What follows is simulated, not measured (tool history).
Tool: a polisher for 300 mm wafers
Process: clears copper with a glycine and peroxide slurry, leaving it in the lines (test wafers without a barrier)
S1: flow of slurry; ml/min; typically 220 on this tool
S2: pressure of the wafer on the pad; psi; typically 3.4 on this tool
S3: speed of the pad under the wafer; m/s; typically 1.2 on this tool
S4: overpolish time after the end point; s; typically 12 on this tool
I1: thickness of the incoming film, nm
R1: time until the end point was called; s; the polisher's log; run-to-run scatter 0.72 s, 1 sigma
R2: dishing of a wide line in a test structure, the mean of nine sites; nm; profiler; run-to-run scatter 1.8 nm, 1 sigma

{"run": 1, "hour": 0.0, "S1": 220, "S2": 4.1, "S3": 1.2, "S4": 12, "I1": 541.2, "R1": 48.4, "R2": 82.8}
{"hour": 3.7, "done": "slurry nozzle cleaned"}
{"run": 2, "hour": 22.6, "S1": 220, "S2": 4.1, "S3": 1.2, "S4": 12, "I1": 533.8, "R1": 47.7, "R2": 82.8}
{"hour": 73.8, "done": "worn pad replaced by a new one"}
{"run": 3, "hour": 100.2, "S1": 220, "S2": 4.1, "S3": 1.2, "S4": 12, "I1": 550.1, "R1": 51.1, "R2": 80.2}
{"run": 4, "hour": 114.9, "S1": 220, "S2": 3.4, "S3": 1.2, "S4": 12, "I1": 550.8, "R1": 59.5, "R2": 68.7}
{"run": 5, "hour": 137.4, "S1": 220, "S2": 3.4, "S3": 1.2, "S4": 12, "I1": 543.5, "R1": 59.1, "R2": 66.7}
{"hour": 163.3, "done": "worn pad replaced by a new one"}
{"run": 6, "hour": 163.8, "S1": 220, "S2": 3.4, "S3": 1.2, "S4": 12, "I1": 544.8, "R1": 58.7, "R2": 68.1}
{"run": 7, "hour": 185.7, "S1": 245, "S2": 3.4, "S3": 1.2, "S4": 12, "I1": 536.9, "R1": 58.7, "R2": 70.8}
{"run": 8, "hour": 200.0, "S1": 220, "S2": 3.4, "S3": 1.2, "S4": 12, "I1": 539.2, "R1": 58.5, "R2": 70.6}
{"run": 9, "hour": 224.4, "S1": 235, "S2": 3.4, "S3": 1.2, "S4": 12, "I1": 531.9, "R1": 58.6, "R2": 69.8}
{"run": 10, "hour": 246.0, "S1": 235, "S2": 3.4, "S3": 1.2, "S4": 12, "I1": 539.5, "R1": 57.8, "R2": 68.5}
{"hour": 262.8, "done": "worn pad replaced by a new one"}
{"run": 11, "hour": 271.0, "S1": 220, "S2": 4, "S3": 1.34, "S4": 6, "I1": 536.3, "R1": 46.3, "R2": 46.4}
{"run": 12, "hour": 302.3, "S1": 220, "S2": 3.4, "S3": 1.2, "S4": 12, "I1": 542.2, "R1": 60.5, "R2": 68.7}
{"run": 13, "hour": 314.6, "S1": 220, "S2": 3.4, "S3": 1.46, "S4": 17, "I1": 538.2, "R1": 51, "R2": 97.2}
{"run": 14, "hour": 335.3, "S1": 220, "S2": 3.4, "S3": 1.2, "S4": 8, "I1": 534.5, "R1": 60, "R2": 47.9}
{"hour": 355.3, "done": "head pressure recalibrated"}
{"hour": 362.3, "done": "worn pad replaced by a new one"}
{"run": 15, "hour": 366.8, "S1": 220, "S2": 3.4, "S3": 1.2, "S4": 12, "I1": 539.1, "R1": 53.7, "R2": 73.6}
{"hour": 371.8, "done": "slurry nozzle cleaned"}
{"run": 16, "hour": 381.5, "S1": 220, "S2": 2.9, "S3": 1.02, "S4": 6, "I1": 546, "R1": 72.4, "R2": 30.9}
{"run": 17, "hour": 414.3, "S1": 220, "S2": 2.9, "S3": 1.2, "S4": 8, "I1": 551, "R1": 64.1, "R2": 45.1}
{"run": 18, "hour": 437.9, "S1": 240, "S2": 3.4, "S3": 1.2, "S4": 12, "I1": 543, "R1": 53.5, "R2": 75}
{"hour": 470.3, "done": "worn pad replaced by a new one"}
{"run": 19, "hour": 470.8, "S1": 245, "S2": 3.4, "S3": 1.2, "S4": 12, "I1": 531.7, "R1": 52.3, "R2": 71.9}
{"run": 20, "hour": 507.9, "S1": 160, "S2": 3.4, "S3": 1.2, "S4": 12, "I1": 545.3, "R1": 56.3, "R2": 70.9}

Below, some changes in R1 between adjacent runs. For each, the amount present without the hidden state too (settings, incoming material, random variation) and the amount remaining for the hidden state with gauge scatter not shared by both compared results:
The tool's hidden condition here consists of: removal rate lost through wear of the pad, %; slurry flow missing at the pad, %; deviation of the head's pressure from its setpoint, %.
Run 11 -> 12: S2 4 -> 3.4, S3 1.34 -> 1.2, S4 6 -> 12. R1 +14.2 s: hidden state +1.5, all else +12.7.
Run 14 -> 15: S4 8 -> 12, head pressure recalibrated, worn pad replaced by a new one. R1 -6.3 s: hidden state -5.6, all else -0.7.
Run 15 -> 16: S2 3.4 -> 2.9, S3 1.2 -> 1.02, S4 12 -> 6, slurry nozzle cleaned. R1 +18.7 s: hidden state +0.1, all else +18.6.
